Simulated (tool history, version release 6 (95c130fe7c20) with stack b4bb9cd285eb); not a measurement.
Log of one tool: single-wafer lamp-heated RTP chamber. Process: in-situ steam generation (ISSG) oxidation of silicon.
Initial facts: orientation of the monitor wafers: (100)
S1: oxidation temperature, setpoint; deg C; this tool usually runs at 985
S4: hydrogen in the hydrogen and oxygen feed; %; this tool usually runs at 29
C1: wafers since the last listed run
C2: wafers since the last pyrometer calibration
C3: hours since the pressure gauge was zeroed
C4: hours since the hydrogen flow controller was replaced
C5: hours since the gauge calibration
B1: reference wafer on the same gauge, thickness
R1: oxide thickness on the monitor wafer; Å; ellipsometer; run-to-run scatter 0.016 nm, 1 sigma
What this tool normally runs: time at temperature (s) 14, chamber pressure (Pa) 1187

run 1 hour=0 | S1=985 time_at_temperature_(s)=14 chamber_pressure_(Pa)=1187 S4=29 | C1=0 C2=176 C3=4130.5 C4=2460.2 C5=190.5 | B1=6.131 | R1=54.49
run 2 hour=29.4 | S1=985 time_at_temperature_(s)=14 chamber_pressure_(Pa)=1187 S4=29 | C1=307 C2=483 C3=4159.9 C4=2489.6 C5=219.9 | B1=6.129 | R1=54.55
run 3 hour=58.7 | S1=985 time_at_temperature_(s)=14 chamber_pressure_(Pa)=1187 S4=29 | C1=306 C2=789 C3=4189.2 C4=2518.9 C5=249.2 | B1=6.127 | R1=54.57
run 4 hour=86.1 | S1=985 time_at_temperature_(s)=14 chamber_pressure_(Pa)=1187 S4=29 | C1=286 C2=1075 C3=4216.6 C4=2546.3 C5=276.6 | B1=6.132 | R1=54.52
-- hour=95.5 gauge calibrated
-- hour=118.6 pyrometer window cleaned and pyrometer calibrated
run 5 hour=120.8 | S1=985 time_at_temperature_(s)=14 chamber_pressure_(Pa)=1187 S4=29 | C1=279 C2=22 C3=4251.3 C4=2581 C5=25.3 | B1=6.124 | R1=54.67
run 6 hour=152.3 | S1=985 time_at_temperature_(s)=14 chamber_pressure_(Pa)=1187 S4=29 | C1=329 C2=351 C3=4282.8 C4=2612.5 C5=56.8 | B1=6.127 | R1=54.55
run 7 hour=171.4 | S1=985 time_at_temperature_(s)=10 chamber_pressure_(Pa)=1187 S4=29 | C1=199 C2=551 C3=4301.9 C4=2631.6 C5=75.9 | B1=6.13 | R1=47.81
run 8 hour=192.5 | S1=985 time_at_temperature_(s)=14 chamber_pressure_(Pa)=1187 S4=29 | C1=220 C2=772 C3=4323 C4=2652.7 C5=97 | B1=6.133 | R1=54.52
-- hour=220.6 pressure gauge zeroed
run 9 hour=221.1 | S1=985 time_at_temperature_(s)=14 chamber_pressure_(Pa)=1187 S4=29 | C1=215 C2=987 C3=0.5 C4=2681.3 C5=125.6 | B1=6.127 | R1=54.59
run 10 hour=227.3 | S1=985 time_at_temperature_(s)=14 chamber_pressure_(Pa)=1187 S4=29 | C1=64 C2=1052 C3=6.7 C4=2687.5 C5=131.8 | B1=6.132 | R1=54.65
run 11 hour=239.9 | S1=996 time_at_temperature_(s)=18 chamber_pressure_(Pa)=1040 S4=32 | C1=131 C2=1183 C3=19.3 C4=2700.1 C5=144.4 | B1=6.129 | R1=65.83
-- hour=272.4 pyrometer window cleaned and pyrometer calibrated
run 12 hour=272.9 | S1=985 time_at_temperature_(s)=14 chamber_pressure_(Pa)=1040 S4=29 | C1=261 C2=5 C3=52.3 C4=2733.1 C5=177.4 | B1=6.13 | R1=55.08
run 13 hour=287.5 | S1=985 time_at_temperature_(s)=14 chamber_pressure_(Pa)=1187 S4=29 | C1=152 C2=157 C3=66.9 C4=2747.7 C5=192 | B1=6.122 | R1=54.74
run 14 hour=307.2 | S1=968 time_at_temperature_(s)=10 chamber_pressure_(Pa)=1013 S4=23 | C1=205 C2=363 C3=86.6 C4=2767.4 C5=211.7 | B1=6.129 | R1=43.12
-- hour=317.9 hydrogen flow controller replaced
run 15 hour=324.5 | S1=985 time_at_temperature_(s)=14 chamber_pressure_(Pa)=1187 S4=29 | C1=97 C2=460 C3=103.9 C4=6.6 C5=229 | B1=6.125 | R1=54.53
-- hour=358.5 gauge calibrated
run 16 hour=381.1 | S1=985 time_at_temperature_(s)=14 chamber_pressure_(Pa)=1280 S4=32 | C1=591 C2=1052 C3=160.5 C4=63.2 C5=22.6 | B1=6.124 | R1=54.81
-- hour=410.4 pyrometer window cleaned and pyrometer calibrated
run 17 hour=410.9 | S1=985 time_at_temperature_(s)=14 chamber_pressure_(Pa)=1000 S4=29 | C1=227 C2=5 C3=190.3 C4=93 C5=52.4 | B1=6.125 | R1=55.16
run 18 hour=438.7 | S1=985 time_at_temperature_(s)=14 chamber_pressure_(Pa)=1187 S4=29 | C1=290 C2=295 C3=218.1 C4=120.8 C5=80.2 | B1=6.128 | R1=54.36
run 19 hour=455.8 | S1=969 time_at_temperature_(s)=14 chamber_pressure_(Pa)=1187 S4=29 | C1=178 C2=474 C3=235.2 C4=137.9 C5=97.3 | B1=6.13 | R1=51.9
run 20 hour=543.3 | S1=1000 time_at_temperature_(s)=14 chamber_pressure_(Pa)=1187 S4=29 | C1=914 C2=1389 C3=322.7 C4=225.4 C5=184.8 | B1=6.127 | R1=57.4

Forecast each of these 4 alternatives for the next run:
run A hour=543.7 | S1=985 time_at_temperature_(s)=14 chamber_pressure_(Pa)=1187 S4=29 | C1=4 C2=1393 C3=323.1 C4=225.8 C5=185.2 | B1=? | R1=?
run B hour=543.7 | S1=980 time_at_temperature_(s)=14 chamber_pressure_(Pa)=1187 S4=29 | C1=4 C2=1393 C3=323.1 C4=225.8 C5=185.2 | B1=? | R1=?
run C hour=543.7 | S1=985 time_at_temperature_(s)=14 chamber_pressure_(Pa)=1187 S4=21 | C1=4 C2=1393 C3=323.1 C4=225.8 C5=185.2 | B1=? | R1=?
run D hour=543.7 | S1=980 time_at_temperature_(s)=16 chamber_pressure_(Pa)=1187 S4=29 | C1=4 C2=1393 C3=323.1 C4=225.8 C5=185.2 | B1=? | R1=?

run=A B1=6.135 R1=54.46
run=B B1=6.135 R1=53.59
run=C B1=6.135 R1=50.3
run=D B1=6.135 R1=56.58
Take away the tool's hidden state, keep each run's random variation, and the runs would have read:
run=A R1=54.46
run=B R1=53.59
run=C R1=50.3
run=D R1=56.58

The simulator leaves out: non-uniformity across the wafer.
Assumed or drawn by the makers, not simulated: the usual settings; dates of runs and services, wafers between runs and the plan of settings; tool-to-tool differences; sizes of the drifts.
